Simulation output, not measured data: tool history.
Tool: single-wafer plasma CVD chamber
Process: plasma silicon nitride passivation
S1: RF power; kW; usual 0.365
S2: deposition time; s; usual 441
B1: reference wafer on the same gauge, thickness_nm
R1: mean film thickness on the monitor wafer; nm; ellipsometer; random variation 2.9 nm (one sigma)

{"run": 1, "hour": 0.0, "S1": 0.365, "S2": 441, "B1": 635.295, "R1": 645.345}
{"run": 2, "hour": 38.6, "S1": 0.365, "S2": 441, "B1": 635.634, "R1": 647.597}
{"run": 3, "hour": 68.6, "S1": 0.365, "S2": 441, "B1": 634.786, "R1": 648.228}
{"run": 4, "hour": 135.3, "S1": 0.365, "S2": 441, "B1": 635.38, "R1": 648.546}
{"run": 5, "hour": 190.9, "S1": 0.365, "S2": 441, "B1": 635.086, "R1": 645.591}
{"run": 6, "hour": 244.7, "S1": 0.365, "S2": 441, "B1": 634.521, "R1": 647.174}
{"run": 7, "hour": 293.6, "S1": 0.365, "S2": 441, "B1": 634.874, "R1": 642.722}
{"run": 8, "hour": 350.1, "S1": 0.365, "S2": 441, "B1": 635.456, "R1": 640.205}
{"run": 9, "hour": 421.2, "S1": 0.365, "S2": 441, "B1": 635.29, "R1": 645.894}
{"run": 10, "hour": 535.9, "S1": 0.365, "S2": 441, "B1": 634.742, "R1": 645.611}
{"run": 11, "hour": 586.9, "S1": 0.365, "S2": 441, "B1": 634.438, "R1": 642.771}
{"run": 12, "hour": 653.8, "S1": 0.365, "S2": 441, "B1": 634.583, "R1": 646.135}
{"hour": 702.9, "done": "gauge calibrated"}
{"run": 13, "hour": 720.9, "S1": 0.365, "S2": 392, "B1": 635.02, "R1": 566.169}
{"run": 14, "hour": 781.0, "S1": 0.365, "S2": 392, "B1": 635.41, "R1": 567.484}
{"hour": 809.6, "done": "RF generator calibrated"}
{"run": 15, "hour": 818.9, "S1": 0.365, "S2": 392, "B1": 635.661, "R1": 589.974}
{"hour": 876.0, "done": "showerhead replaced"}
{"run": 16, "hour": 921.8, "S1": 0.365, "S2": 441, "B1": 635.111, "R1": 659.152}
{"run": 17, "hour": 991.7, "S1": 0.31, "S2": 479, "B1": 635.015, "R1": 667.138}
{"run": 18, "hour": 1018.4, "S1": 0.31, "S2": 479, "B1": 635.508, "R1": 669.419}
{"run": 19, "hour": 1059.5, "S1": 0.31, "S2": 479, "B1": 634.482, "R1": 667.763}
{"run": 20, "hour": 1117.2, "S1": 0.365, "S2": 520, "B1": 634.675, "R1": 781.984}
{"run": 21, "hour": 1171.7, "S1": 0.365, "S2": 441, "B1": 635.951, "R1": 659.932}
{"run": 22, "hour": 1228.5, "S1": 0.365, "S2": 387, "B1": 635.179, "R1": 581.762}
{"run": 23, "hour": 1288.8, "S1": 0.31, "S2": 479, "B1": 635.655, "R1": 661.324}
{"run": 24, "hour": 1337.5, "S1": 0.365, "S2": 441, "B1": 635.161, "R1": 658.827}
{"run": 25, "hour": 1396.7, "S1": 0.41, "S2": 441, "B1": 634.441, "R1": 685.268}
{"run": 26, "hour": 1421.5, "S1": 0.365, "S2": 441, "B1": 635.232, "R1": 653.051}
{"run": 27, "hour": 1466.9, "S1": 0.33, "S2": 465, "B1": 635.039, "R1": 656.625}
{"run": 28, "hour": 1537.4, "S1": 0.365, "S2": 441, "B1": 635.207, "R1": 653.388}
{"run": 29, "hour": 1590.4, "S1": 0.42, "S2": 479, "B1": 635.249, "R1": 754.117}
{"run": 30, "hour": 1617.5, "S1": 0.395, "S2": 441, "B1": 634.556, "R1": 674.543}
{"run": 31, "hour": 1674.5, "S1": 0.365, "S2": 392, "B1": 635.247, "R1": 576.65}
{"run": 32, "hour": 1701.5, "S1": 0.395, "S2": 481, "B1": 634.599, "R1": 730.436}
{"run": 33, "hour": 1727.4, "S1": 0.31, "S2": 412, "B1": 634.8, "R1": 563.659}
{"run": 34, "hour": 1780.1, "S1": 0.33, "S2": 473, "B1": 635.161, "R1": 664.285}
{"run": 35, "hour": 1835.8, "S1": 0.365, "S2": 441, "B1": 635.583, "R1": 649.755}
{"run": 36, "hour": 1903.1, "S1": 0.345, "S2": 441, "B1": 634.842, "R1": 628.627}
{"run": 37, "hour": 1969.8, "S1": 0.365, "S2": 518, "B1": 634.263, "R1": 756.866}
{"run": 38, "hour": 2000.3, "S1": 0.4, "S2": 383, "B1": 634.958, "R1": 583.012}

Forecast each of these 4 alternatives for the next run:
{"run": "A", "hour": 2000.8, "S1": 0.365, "S2": 441, "B1": "?", "R1": "?"}
{"run": "B", "hour": 2000.8, "S1": 0.335, "S2": 465, "B1": "?", "R1": "?"}
{"run": "C", "hour": 2000.8, "S1": 0.32, "S2": 478, "B1": "?", "R1": "?"}
{"run": "D", "hour": 2000.8, "S1": 0.43, "S2": 414, "B1": "?", "R1": "?"}

run=A B1=635.657 R1=647.113
run=B B1=635.657 R1=657.288
run=C B1=635.657 R1=661.885
run=D B1=635.657 R1=650.161
Without the tool's hidden state the same runs would have given:
run=A R1=668.276
run=B R1=678.783
run=C R1=683.531
run=D R1=671.424
